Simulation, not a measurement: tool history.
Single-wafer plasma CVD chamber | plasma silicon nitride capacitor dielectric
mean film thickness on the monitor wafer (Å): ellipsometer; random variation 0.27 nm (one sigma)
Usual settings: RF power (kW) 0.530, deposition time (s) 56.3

| run | hour | RF power (kW) | deposition time (s) | wafers since the last listed run | hours since the last RF generator calibration | hours since the showerhead was replaced | hours since the gauge calibration | read-back reference wafer on the same gauge, thickness_nm | mean film thickness on the monitor wafer (Å) |
|---|---|---|---|---|---|---|---|---|---|
| 1 | 0.0 | 0.585 | 60.0 | 0 | 115.6 | 3629.5 | 875.3 | 70.102 | 944.44 |
| 2 | 228.4 | 0.585 | 60.0 | 4483 | 344.0 | 3857.9 | 1103.7 | 70.007 | 946.76 |
| 3 | 296.2 | 0.530 | 56.3 | 1331 | 411.8 | 3925.7 | 1171.5 | 70.122 | 866.47 |
| 4 | 342.6 | 0.530 | 56.3 | 910 | 458.2 | 3972.1 | 1217.9 | 70.064 | 871.48 |
| 5 | 428.0 | 0.530 | 56.3 | 1676 | 543.6 | 4057.5 | 1303.3 | 70.112 | 863.46 |
| 6 | 528.7 | 0.530 | 53.9 | 1976 | 644.3 | 4158.2 | 1404.0 | 70.102 | 829.07 |
| 7 | 601.9 | 0.530 | 53.9 | 1437 | 717.5 | 4231.4 | 1477.2 | 69.982 | 828.64 |
|  | 653.9 | gauge calibrated |
| 8 | 659.2 | 0.530 | 53.9 | 1124 | 774.8 | 4288.7 | 5.3 | 70.155 | 823.55 |
| 9 | 735.4 | 0.530 | 56.3 | 1495 | 851.0 | 4364.9 | 81.5 | 70.101 | 860.73 |
| 10 | 817.9 | 0.530 | 56.3 | 1619 | 933.5 | 4447.4 | 164.0 | 70.159 | 859.31 |
|  | 876.1 | showerhead replaced |
| 11 | 906.8 | 0.610 | 50.0 | 1588 | 1022.4 | 30.7 | 252.9 | 70.148 | 778.65 |
| 12 | 978.6 | 0.610 | 56.3 | 1409 | 1094.2 | 102.5 | 324.7 | 70.067 | 875.38 |
|  | 988.5 | RF generator calibrated |
| 13 | 1202.0 | 0.530 | 56.3 | 4228 | 213.5 | 325.9 | 548.1 | 70.097 | 865.47 |
| 14 | 1296.6 | 0.530 | 56.3 | 1857 | 308.1 | 420.5 | 642.7 | 70.232 | 866.26 |
| 15 | 1379.0 | 0.470 | 56.3 | 1617 | 390.5 | 502.9 | 725.1 | 70.118 | 849.12 |
| 16 | 1438.1 | 0.530 | 49.3 | 1160 | 449.6 | 562.0 | 784.2 | 70.178 | 760.03 |
| 17 | 1519.4 | 0.485 | 56.3 | 1596 | 530.9 | 643.3 | 865.5 | 70.055 | 853.10 |
| 18 | 1626.6 | 0.495 | 66.8 | 2104 | 638.1 | 750.5 | 972.7 | 70.200 | 1008.20 |
| 19 | 1672.6 | 0.530 | 56.3 | 903 | 684.1 | 796.5 | 1018.7 | 70.126 | 863.11 |
| 20 | 1716.8 | 0.600 | 67.4 | 867 | 728.3 | 840.7 | 1062.9 | 70.007 | 1053.32 |

Forecast each of these 5 alternatives for the next run:
| A | 1717.2 | 0.530 | 56.3 | 7 | 728.7 | 841.1 | 1063.3 | ? | ? |
| B | 1717.2 | 0.435 | 51.0 | 7 | 728.7 | 841.1 | 1063.3 | ? | ? |
| C | 1717.2 | 0.475 | 51.7 | 7 | 728.7 | 841.1 | 1063.3 | ? | ? |
| D | 1717.2 | 0.560 | 48.3 | 7 | 728.7 | 841.1 | 1063.3 | ? | ? |
| E | 1717.2 | 0.425 | 67.3 | 7 | 728.7 | 841.1 | 1063.3 | ? | ? |

| run | read-back reference wafer on the same gauge, thickness_nm | mean film thickness on the monitor wafer (Å) |
|---|---|---|
| A | 70.236 | 858.90 |
| B | 70.236 | 751.03 |
| C | 70.236 | 773.15 |
| D | 70.236 | 744.52 |
| E | 70.236 | 987.14 |
Without the tool's hidden state the same runs would have given:
| run | mean film thickness on the monitor wafer (Å) |
|---|---|
| A | 868.60 |
| B | 759.52 |
| C | 781.88 |
| D | 752.93 |
| E | 998.29 |
